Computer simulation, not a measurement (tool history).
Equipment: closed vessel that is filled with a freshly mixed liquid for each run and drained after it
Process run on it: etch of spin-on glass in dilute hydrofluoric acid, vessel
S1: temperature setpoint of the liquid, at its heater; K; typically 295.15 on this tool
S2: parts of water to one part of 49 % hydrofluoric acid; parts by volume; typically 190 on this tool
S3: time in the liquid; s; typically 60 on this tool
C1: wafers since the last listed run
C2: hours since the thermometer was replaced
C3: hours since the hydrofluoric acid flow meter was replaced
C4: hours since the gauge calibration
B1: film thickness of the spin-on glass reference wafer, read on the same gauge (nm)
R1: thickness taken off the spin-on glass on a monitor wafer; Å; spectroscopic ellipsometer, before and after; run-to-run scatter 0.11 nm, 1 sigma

run,day,S1,S2,S3,C1,C2,C3,C4,B1,R1
1,0,295.15,190,60,0,1111.2,306.2,141.8,139.98,196.8
2,0.512,295.15,190,60,918,1123.5,318.5,154.1,140,200.4
3,0.975,295.15,190,60,828,1134.6,329.6,165.2,140.02,198.9
4,1.596,295.15,190,60,1112,1149.5,344.5,180.1,139.97,198.6
5,2.342,295.15,190,60,1336,1167.4,362.4,198,140,202.4
6,2.867,297.15,190,40,940,1180,375,210.6,140.04,144.1
# day 3.275: gauge calibrated
7,3.283,295.15,190,60,746,1190,385,0.2,140.03,200.8
8,3.696,295.15,190,60,738,1199.9,394.9,10.1,140.02,202.4
9,4.242,295.15,190,60,977,1213,408,23.2,140,204.3
10,4.575,292.15,155,70,597,1221,416,31.2,140,267
# day 4.975: thermometer replaced
11,5.075,295.15,270,60,821,2.4,428,43.2,139.99,133
12,5.421,295.15,235,80,619,10.7,436.3,51.5,139.95,212
# day 6.883: hydrofluoric acid flow meter replaced
13,6.946,292.15,190,90,2657,47.3,1.5,88.1,139.98,244.9
14,7.529,295.15,190,60,1044,61.3,15.5,102.1,139.97,186.7
15,8.029,299.65,270,60,895,73.3,27.5,114.1,140,140.3
16,9.896,295.15,190,50,3343,118.1,72.3,158.9,139.96,156

Consider 4 possible next runs. They are alternatives, not a sequence: every one starts from the tool as it was left by run 16. What does each give?
A,9.925,295.15,190,60,52,118.8,73,159.6,?,?
B,9.925,295.15,155,45,52,118.8,73,159.6,?,?
C,9.925,298.15,125,30,52,118.8,73,159.6,?,?
D,9.925,298.15,190,45,52,118.8,73,159.6,?,?

run,B1,R1
A,140.01,187.7
B,140.01,178.9
C,140.01,171.8
D,140.01,157.6
Take away the tool's hidden state, keep each run's random variation, and the runs would have read:
run,R1
A,179.8
B,171.6
C,164.9
D,150.9
